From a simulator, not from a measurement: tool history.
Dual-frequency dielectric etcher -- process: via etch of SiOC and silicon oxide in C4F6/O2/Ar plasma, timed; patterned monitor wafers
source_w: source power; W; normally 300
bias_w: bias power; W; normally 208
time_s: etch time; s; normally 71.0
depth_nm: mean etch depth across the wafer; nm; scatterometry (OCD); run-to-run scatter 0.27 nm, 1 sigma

run   hour  source_w  bias_w  time_s  read-back reference wafer on the same gauge, depth_nm  depth_nm
  1    0.0       300     208    79.0                                                   74.0      82.2
  2   10.1       300     231    71.0                                                   74.1      76.8
  3   21.5       300     231    71.0                                                   73.9      76.4
  4   32.6       300     208    71.0                                                   74.0      73.3
  5   43.9       300     208    71.0                                                   74.0      73.6
  6   53.0       300     208    71.0                                                   74.0      72.8
      80.8  -- gauge calibrated
      82.3  -- wet clean of the chamber
  7   82.8       300     208    71.0                                                   73.9      75.1
  8   83.2       300     208    60.0                                                   73.9      63.4
  9   83.5       300     208    71.0                                                   74.1      75.3
 10   87.5       300     208    51.5                                                   74.0      54.6
 11   99.0       300     208    71.0                                                   74.0      75.3
 12  107.7       300     172    62.5                                                   73.8      61.1
 13  119.0       300     208    71.0                                                   74.0      75.1
 14  127.6       240     224    60.5                                                   74.0      57.5
 15  141.9       370     208    71.0                                                   73.8      84.6
 16  154.0       220     258    60.5                                                   74.0      57.3
 17  162.9       220     248    71.0                                                   74.1      65.8
 18  171.6       300     222    62.5                                                   73.9      67.8
 19  187.0       220     208    84.0                                                   74.1      72.3
     212.4  -- bias power generator calibrated
 20  228.9       250     225    63.5                                                   74.0      61.7
 21  241.6       380     208    51.5                                                   74.0      61.8
 22  249.0       380     225    55.5                                                   74.0      68.4
 23  270.3       300     208    71.0                                                   73.9      74.5
 24  294.6       230     208    53.5                                                   73.9      47.1
 25  309.1       300     228    71.0                                                   74.1      77.7
 26  325.0       320     246    86.0                                                   74.0      99.9
 27  339.2       300     208    71.0                                                   74.0      74.0
 28  351.6       300     229    81.0                                                   74.0      88.2
 29  389.5       300     208    71.0                                                   74.0      74.0
 30  395.6       300     208    71.0                                                   74.0      73.9

For each run, the measured value with the value that run would have given without the tool's hidden condition subtracted. The run-to-run variation is shared by both, the gauge scatter possibly not:
Hidden conditions of the tool in this case: etch rate over this chamber's usual, %; source power that arrives over what is set, %; bias power that arrives over what is set, %; gauge reads high (%).
run  depth_nm
  1      -2.0
  2      -1.9
  3      -2.0
  4      -2.0
  5      -2.0
  6      -2.0
  7      -0.1
  8      -0.1
  9      -0.1
 10      -0.1
 11      -0.1
 12      -0.2
 13      -0.2
 14      -0.2
 15      -0.4
 16      -0.3
 17      -0.4
 18      -0.4
 19      -0.5
 20      -0.6
 21      -0.6
 22      -0.7
 23      -0.8
 24      -0.7
 25      -1.1
 26      -1.5
 27      -1.2
 28      -1.5
 29      -1.4
 30      -1.4
